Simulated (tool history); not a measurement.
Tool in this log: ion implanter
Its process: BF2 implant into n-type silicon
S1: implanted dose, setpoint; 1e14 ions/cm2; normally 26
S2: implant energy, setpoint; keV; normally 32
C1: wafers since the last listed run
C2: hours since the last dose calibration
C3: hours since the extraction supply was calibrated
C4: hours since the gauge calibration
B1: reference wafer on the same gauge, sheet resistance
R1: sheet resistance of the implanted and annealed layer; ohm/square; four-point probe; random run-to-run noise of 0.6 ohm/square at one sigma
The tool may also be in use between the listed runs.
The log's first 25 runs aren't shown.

run	hour	S1	S2	C1	C2	C3	C4	B1	R1
26	1488.9	23.31	21	798	794.9	726.1	2716.8	179.85	195.29
# hour 1490.6: gauge calibrated
27	1515.6	26	32	449	821.6	752.8	25	179.86	154.31
# hour 1546.1: Faraday cup replaced and dose calibrated
28	1549.1	26	32	429	3	786.3	58.5	179.95	154.4
29	1580.3	21.01	27	525	34.2	817.5	89.7	180.43	173.75
30	1615	18.6	35	584	68.9	852.2	124.4	180.26	151.88
31	1685.3	26	32	1184	139.2	922.5	194.7	179.86	154.5
32	1737.9	21.4	39	886	191.8	975.1	247.3	179.78	141.01
33	1767.2	26	32	493	221.1	1004.4	276.6	180.22	155.3
34	1835	22.5	32	1142	288.9	1072.2	344.4	180.21	156.99
35	1880.5	26	32	766	334.4	1117.7	389.9	179.62	154.55
36	1936.6	23.36	43	945	390.5	1173.8	446	180.22	132.4
37	2007.2	22.88	23.5	1189	461.1	1244.4	516.6	180.19	187.36

Alternative continuations, all from the tool just after run 37; predict every row:
A	2007.6	26	39	6	461.5	1244.8	517	?	?
B	2007.6	18.7	23.5	6	461.5	1244.8	517	?	?
C	2007.6	23.63	21.5	6	461.5	1244.8	517	?	?
D	2007.6	30.14	36.5	6	461.5	1244.8	517	?	?

run	B1	R1
A	179.89	139.29
B	179.89	190.02
C	179.89	193.82
D	179.89	142.88
With the hidden condition removed and each run's random variation left untouched, the same runs would have given:
run	R1
A	136.22
B	186.17
C	190.04
D	139.8
